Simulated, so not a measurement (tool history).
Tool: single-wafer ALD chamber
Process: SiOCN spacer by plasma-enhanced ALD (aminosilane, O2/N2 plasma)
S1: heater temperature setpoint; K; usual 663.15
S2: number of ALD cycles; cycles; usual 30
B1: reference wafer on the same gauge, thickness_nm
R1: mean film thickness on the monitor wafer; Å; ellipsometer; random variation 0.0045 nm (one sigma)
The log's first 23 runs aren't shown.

run   hour      S1  S2     B1     R1
 24  292.3  673.15  30  1.592  17.75
 25  304.2  663.15  27  1.591  16.11
 26  317.9  656.15  27  1.589  15.98
 27  325.3  650.15  30  1.590  17.90
 28  335.4  656.15  36  1.591  21.29
 29  356.6  663.15  30  1.591  17.77
 30  364.5  663.15  30  1.589  17.84
 31  371.1  667.15  26  1.590  15.44
 32  381.9  675.15  28  1.589  16.43
 33  390.0  663.15  24  1.587  14.24
 34  396.1  658.15  26  1.589  15.36
 35  411.0  670.15  25  1.587  14.77

The next listed run, before its measurement:
 36  417.6  663.15  30   ?   ?

B1: 1.589
R1: 17.83 Å
Without the tool's hidden state the same run would have given R1 18.07 Å.

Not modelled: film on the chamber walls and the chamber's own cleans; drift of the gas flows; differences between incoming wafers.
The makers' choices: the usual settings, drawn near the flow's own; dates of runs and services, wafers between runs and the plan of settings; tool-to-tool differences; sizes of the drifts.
